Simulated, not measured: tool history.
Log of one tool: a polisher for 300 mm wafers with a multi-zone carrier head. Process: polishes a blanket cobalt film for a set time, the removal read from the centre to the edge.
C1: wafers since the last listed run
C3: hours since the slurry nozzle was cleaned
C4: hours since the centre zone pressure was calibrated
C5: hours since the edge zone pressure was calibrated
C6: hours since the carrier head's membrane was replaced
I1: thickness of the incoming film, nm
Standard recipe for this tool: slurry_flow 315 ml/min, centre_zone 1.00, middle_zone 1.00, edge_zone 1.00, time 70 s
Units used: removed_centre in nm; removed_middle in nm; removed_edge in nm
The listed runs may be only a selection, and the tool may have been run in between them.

run 1 hour=0.0 | slurry_flow=315 centre_zone=1.00 middle_zone=1.00 edge_zone=1.00 time=70 | C1=0 wafers_polished_on_this_pad=4754 C3=31.0 C4=584.9 C5=303.6 C6=51.6 | I1=1007.0 | removed_centre=378.3 removed_middle=383.3 removed_edge=379.0
-- hour=17.2 worn pad replaced by a new one
run 2 hour=97.6 | slurry_flow=315 centre_zone=1.00 middle_zone=1.00 edge_zone=1.00 time=70 | C1=706 wafers_polished_on_this_pad=606 C3=128.6 C4=682.5 C5=401.2 C6=149.2 | I1=1024.1 | removed_centre=371.1 removed_middle=385.6 removed_edge=380.5
run 3 hour=140.8 | slurry_flow=315 centre_zone=1.00 middle_zone=1.00 edge_zone=1.00 time=70 | C1=326 wafers_polished_on_this_pad=933 C3=171.8 C4=725.7 C5=444.4 C6=192.4 | I1=1008.9 | removed_centre=376.3 removed_middle=381.9 removed_edge=373.6
-- hour=244.3 centre zone pressure recalibrated
run 4 hour=245.5 | slurry_flow=315 centre_zone=1.00 middle_zone=1.00 edge_zone=1.00 time=70 | C1=775 wafers_polished_on_this_pad=1708 C3=276.5 C4=1.2 C5=549.1 C6=297.1 | I1=1021.5 | removed_centre=376.7 removed_middle=388.3 removed_edge=382.3
run 5 hour=284.3 | slurry_flow=315 centre_zone=0.91 middle_zone=1.00 edge_zone=1.00 time=63 | C1=292 wafers_polished_on_this_pad=2001 C3=315.3 C4=40.0 C5=587.9 C6=335.9 | I1=1010.4 | removed_centre=316.9 removed_middle=343.6 removed_edge=341.3
run 6 hour=380.6 | slurry_flow=410 centre_zone=0.92 middle_zone=1.00 edge_zone=1.00 time=70 | C1=726 wafers_polished_on_this_pad=2728 C3=411.6 C4=136.3 C5=684.2 C6=432.2 | I1=1006.5 | removed_centre=357.5 removed_middle=386.1 removed_edge=386.3
run 7 hour=429.0 | slurry_flow=395 centre_zone=1.07 middle_zone=1.00 edge_zone=0.96 time=48 | C1=365 wafers_polished_on_this_pad=3093 C3=460.0 C4=184.7 C5=732.6 C6=480.6 | I1=1000.7 | removed_centre=278.2 removed_middle=264.3 removed_edge=255.9
run 8 hour=520.8 | slurry_flow=315 centre_zone=0.91 middle_zone=1.00 edge_zone=1.00 time=63 | C1=693 wafers_polished_on_this_pad=3786 C3=551.8 C4=276.5 C5=824.4 C6=572.4 | I1=1033.5 | removed_centre=310.7 removed_middle=346.9 removed_edge=340.0
-- hour=540.7 worn pad replaced by a new one
-- hour=572.1 slurry nozzle cleaned
-- hour=591.0 carrier head's membrane replaced by a new one
run 9 hour=841.9 | slurry_flow=260 centre_zone=1.11 middle_zone=0.90 edge_zone=0.92 time=70 | C1=2348 wafers_polished_on_this_pad=2228 C3=269.8 C4=597.6 C5=1145.5 C6=250.9 | I1=1012.9 | removed_centre=402.0 removed_middle=350.2 removed_edge=364.7
run 10 hour=910.8 | slurry_flow=380 centre_zone=1.00 middle_zone=1.00 edge_zone=1.00 time=50 | C1=520 wafers_polished_on_this_pad=2748 C3=338.7 C4=666.5 C5=1214.4 C6=319.8 | I1=1007.0 | removed_centre=269.8 removed_middle=279.2 removed_edge=276.5
-- hour=972.3 edge zone pressure recalibrated
run 11 hour=989.6 | slurry_flow=315 centre_zone=1.00 middle_zone=0.89 edge_zone=0.96 time=70 | C1=579 wafers_polished_on_this_pad=3328 C3=417.5 C4=745.3 C5=17.3 C6=398.6 | I1=1014.8 | removed_centre=375.8 removed_middle=346.4 removed_edge=372.4
-- hour=1137.1 centre zone pressure recalibrated
-- hour=1152.4 worn pad replaced by a new one
-- hour=1165.0 carrier head's membrane replaced by a new one
run 12 hour=1185.9 | slurry_flow=315 centre_zone=1.12 middle_zone=0.96 edge_zone=1.10 time=61 | C1=1398 wafers_polished_on_this_pad=215 C3=613.8 C4=48.8 C5=213.6 C6=20.9 | I1=1031.6 | removed_centre=359.5 removed_middle=323.9 removed_edge=346.1
-- hour=1213.2 slurry nozzle cleaned
run 13 hour=1260.0 | slurry_flow=315 centre_zone=0.96 middle_zone=0.92 edge_zone=1.00 time=90 | C1=551 wafers_polished_on_this_pad=767 C3=46.8 C4=122.9 C5=287.7 C6=95.0 | I1=1032.4 | removed_centre=466.7 removed_middle=457.9 removed_edge=482.8
run 14 hour=1338.2 | slurry_flow=385 centre_zone=0.89 middle_zone=1.00 edge_zone=0.93 time=46 | C1=590 wafers_polished_on_this_pad=1357 C3=125.0 C4=201.1 C5=365.9 C6=173.2 | I1=1005.3 | removed_centre=228.2 removed_middle=257.9 removed_edge=239.9
run 15 hour=1405.6 | slurry_flow=315 centre_zone=1.00 middle_zone=1.00 edge_zone=1.00 time=70 | C1=508 wafers_polished_on_this_pad=1866 C3=192.4 C4=268.5 C5=433.3 C6=240.6 | I1=1010.1 | removed_centre=370.4 removed_middle=385.3 removed_edge=385.8
run 16 hour=1501.7 | slurry_flow=315 centre_zone=1.00 middle_zone=1.00 edge_zone=1.00 time=77 | C1=725 wafers_polished_on_this_pad=2591 C3=288.5 C4=364.6 C5=529.4 C6=336.7 | I1=1009.5 | removed_centre=409.5 removed_middle=424.5 removed_edge=415.3
run 17 hour=1603.2 | slurry_flow=315 centre_zone=1.00 middle_zone=1.00 edge_zone=1.00 time=70 | C1=766 wafers_polished_on_this_pad=3358 C3=390.0 C4=466.1 C5=630.9 C6=438.2 | I1=1024.6 | removed_centre=379.0 removed_middle=384.2 removed_edge=380.6
run 18 hour=1704.0 | slurry_flow=315 centre_zone=1.00 middle_zone=1.00 edge_zone=1.00 time=70 | C1=760 wafers_polished_on_this_pad=4119 C3=490.8 C4=566.9 C5=731.7 C6=539.0 | I1=1006.4 | removed_centre=378.2 removed_middle=384.9 removed_edge=383.8
-- hour=1729.5 slurry nozzle cleaned
run 19 hour=1744.5 | slurry_flow=390 centre_zone=1.00 middle_zone=1.00 edge_zone=1.00 time=92 | C1=298 wafers_polished_on_this_pad=4417 C3=15.0 C4=607.4 C5=772.2 C6=579.5 | I1=1022.7 | removed_centre=510.0 removed_middle=511.8 removed_edge=496.6
run 20 hour=1801.9 | slurry_flow=380 centre_zone=1.00 middle_zone=1.00 edge_zone=1.00 time=70 | C1=433 wafers_polished_on_this_pad=4850 C3=72.4 C4=664.8 C5=829.6 C6=636.9 | I1=1030.8 | removed_centre=372.5 removed_middle=387.1 removed_edge=377.4
-- hour=1828.9 worn pad replaced by a new one
-- hour=1854.5 carrier head's membrane replaced by a new one
run 21 hour=1909.8 | slurry_flow=315 centre_zone=0.88 middle_zone=1.00 edge_zone=1.00 time=70 | C1=746 wafers_polished_on_this_pad=573 C3=180.3 C4=772.7 C5=937.5 C6=55.3 | I1=1008.7 | removed_centre=332.7 removed_middle=382.9 removed_edge=377.8

5 ways to go on from here, each from the tool as it stands after run 21. What would each give?
run A hour=1910.2 | slurry_flow=315 centre_zone=1.00 middle_zone=1.00 edge_zone=1.00 time=70 | C1=3 wafers_polished_on_this_pad=576 C3=180.7 C4=773.1 C5=937.9 C6=55.7 | I1=1022.6 | removed_centre=? removed_middle=? removed_edge=?
run B hour=1910.2 | slurry_flow=270 centre_zone=1.00 middle_zone=1.00 edge_zone=1.00 time=70 | C1=3 wafers_polished_on_this_pad=576 C3=180.7 C4=773.1 C5=937.9 C6=55.7 | I1=1022.6 | removed_centre=? removed_middle=? removed_edge=?
run C hour=1910.2 | slurry_flow=355 centre_zone=1.00 middle_zone=1.00 edge_zone=1.00 time=82 | C1=3 wafers_polished_on_this_pad=576 C3=180.7 C4=773.1 C5=937.9 C6=55.7 | I1=1022.6 | removed_centre=? removed_middle=? removed_edge=?
run D hour=1910.2 | slurry_flow=315 centre_zone=0.90 middle_zone=1.00 edge_zone=0.88 time=57 | C1=3 wafers_polished_on_this_pad=576 C3=180.7 C4=773.1 C5=937.9 C6=55.7 | I1=1022.6 | removed_centre=? removed_middle=? removed_edge=?
run E hour=1910.2 | slurry_flow=210 centre_zone=1.00 middle_zone=1.00 edge_zone=1.00 time=70 | C1=3 wafers_polished_on_this_pad=576 C3=180.7 C4=773.1 C5=937.9 C6=55.7 | I1=1022.6 | removed_centre=? removed_middle=? removed_edge=?

run=A removed_centre=372.4 removed_middle=384.4 removed_edge=380.6
run=B removed_centre=368.5 removed_middle=380.7 removed_edge=377.8
run=C removed_centre=439.7 removed_middle=453.6 removed_edge=448.3
run=D removed_centre=277.3 removed_middle=313.2 removed_edge=291.9
run=E removed_centre=361.8 removed_middle=374.5 removed_edge=373.1
With no hidden state in the tool, these same runs would have given:
run=A removed_centre=372.4 removed_middle=384.4 removed_edge=380.6
run=B removed_centre=368.5 removed_middle=380.7 removed_edge=377.8
run=C removed_centre=439.7 removed_middle=453.6 removed_edge=448.3
run=D removed_centre=277.3 removed_middle=313.2 removed_edge=291.9
run=E removed_centre=361.8 removed_middle=374.5 removed_edge=373.1
